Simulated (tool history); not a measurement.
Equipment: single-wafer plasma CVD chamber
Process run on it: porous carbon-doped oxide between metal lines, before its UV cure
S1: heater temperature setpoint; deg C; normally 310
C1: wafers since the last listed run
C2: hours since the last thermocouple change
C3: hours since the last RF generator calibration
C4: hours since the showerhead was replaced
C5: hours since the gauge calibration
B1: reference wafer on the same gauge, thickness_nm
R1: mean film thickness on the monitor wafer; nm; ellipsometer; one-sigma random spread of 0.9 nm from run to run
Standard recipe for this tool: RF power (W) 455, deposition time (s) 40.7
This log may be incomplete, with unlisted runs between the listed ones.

{"run": 1, "day": 0.0, "S1": 310, "RF power (W)": 455, "deposition time (s)": 40.7, "C1": 0, "C2": 1943.3, "C3": 463.8, "C4": 5146.8, "C5": 243.1, "B1": 181.025, "R1": 200.559}
{"run": 2, "day": 4.008, "S1": 310, "RF power (W)": 455, "deposition time (s)": 40.7, "C1": 1281, "C2": 2039.5, "C3": 560.0, "C4": 5243.0, "C5": 339.3, "B1": 181.046, "R1": 201.233}
{"run": 3, "day": 5.792, "S1": 310, "RF power (W)": 455, "deposition time (s)": 40.7, "C1": 570, "C2": 2082.3, "C3": 602.8, "C4": 5285.8, "C5": 382.1, "B1": 181.039, "R1": 200.519}
{"run": 4, "day": 7.029, "S1": 317, "RF power (W)": 455, "deposition time (s)": 40.7, "C1": 395, "C2": 2112.0, "C3": 632.5, "C4": 5315.5, "C5": 411.8, "B1": 180.943, "R1": 193.127}
{"run": 5, "day": 9.854, "S1": 317, "RF power (W)": 455, "deposition time (s)": 40.7, "C1": 903, "C2": 2179.8, "C3": 700.3, "C4": 5383.3, "C5": 479.6, "B1": 180.962, "R1": 193.918}
{"day": 12.596, "done": "thermocouple changed; heater temperature recalibrated"}
{"run": 6, "day": 12.617, "S1": 310, "RF power (W)": 480, "deposition time (s)": 36.6, "C1": 776, "C2": 0.5, "C3": 766.6, "C4": 5449.6, "C5": 545.9, "B1": 180.927, "R1": 190.432}
{"run": 7, "day": 14.296, "S1": 310, "RF power (W)": 480, "deposition time (s)": 36.6, "C1": 537, "C2": 40.8, "C3": 806.9, "C4": 5489.9, "C5": 586.2, "B1": 181.225, "R1": 190.037}
{"run": 8, "day": 16.692, "S1": 310, "RF power (W)": 480, "deposition time (s)": 36.6, "C1": 766, "C2": 98.3, "C3": 864.4, "C4": 5547.4, "C5": 643.7, "B1": 180.985, "R1": 189.502}
{"run": 9, "day": 19.833, "S1": 320, "RF power (W)": 455, "deposition time (s)": 40.7, "C1": 1004, "C2": 173.7, "C3": 939.8, "C4": 5622.8, "C5": 719.1, "B1": 181.14, "R1": 188.863}
{"run": 10, "day": 21.25, "S1": 320, "RF power (W)": 455, "deposition time (s)": 40.7, "C1": 453, "C2": 207.7, "C3": 973.8, "C4": 5656.8, "C5": 753.1, "B1": 181.051, "R1": 191.069}
{"run": 11, "day": 22.642, "S1": 296, "RF power (W)": 420, "deposition time (s)": 40.7, "C1": 445, "C2": 241.1, "C3": 1007.2, "C4": 5690.2, "C5": 786.5, "B1": 180.896, "R1": 203.475}
{"day": 23.612, "done": "gauge calibrated"}
{"day": 24.458, "done": "showerhead replaced"}
{"run": 12, "day": 25.638, "S1": 314, "RF power (W)": 545, "deposition time (s)": 32.9, "C1": 851, "C2": 313.0, "C3": 1079.1, "C4": 28.3, "C5": 48.6, "B1": 181.118, "R1": 186.069}

What will run 13 give?
{"run": 13, "day": 26.812, "S1": 298, "RF power (W)": 420, "deposition time (s)": 37.3, "C1": 375, "C2": 341.2, "C3": 1107.3, "C4": 56.5, "C5": 76.8, "B1": "?", "R1": "?"}

Run 13 came out at B1 181.107, R1 183.416 nm.
With the hidden condition absent and the run-to-run variation left alone, this run would have shown R1 183.416 nm.
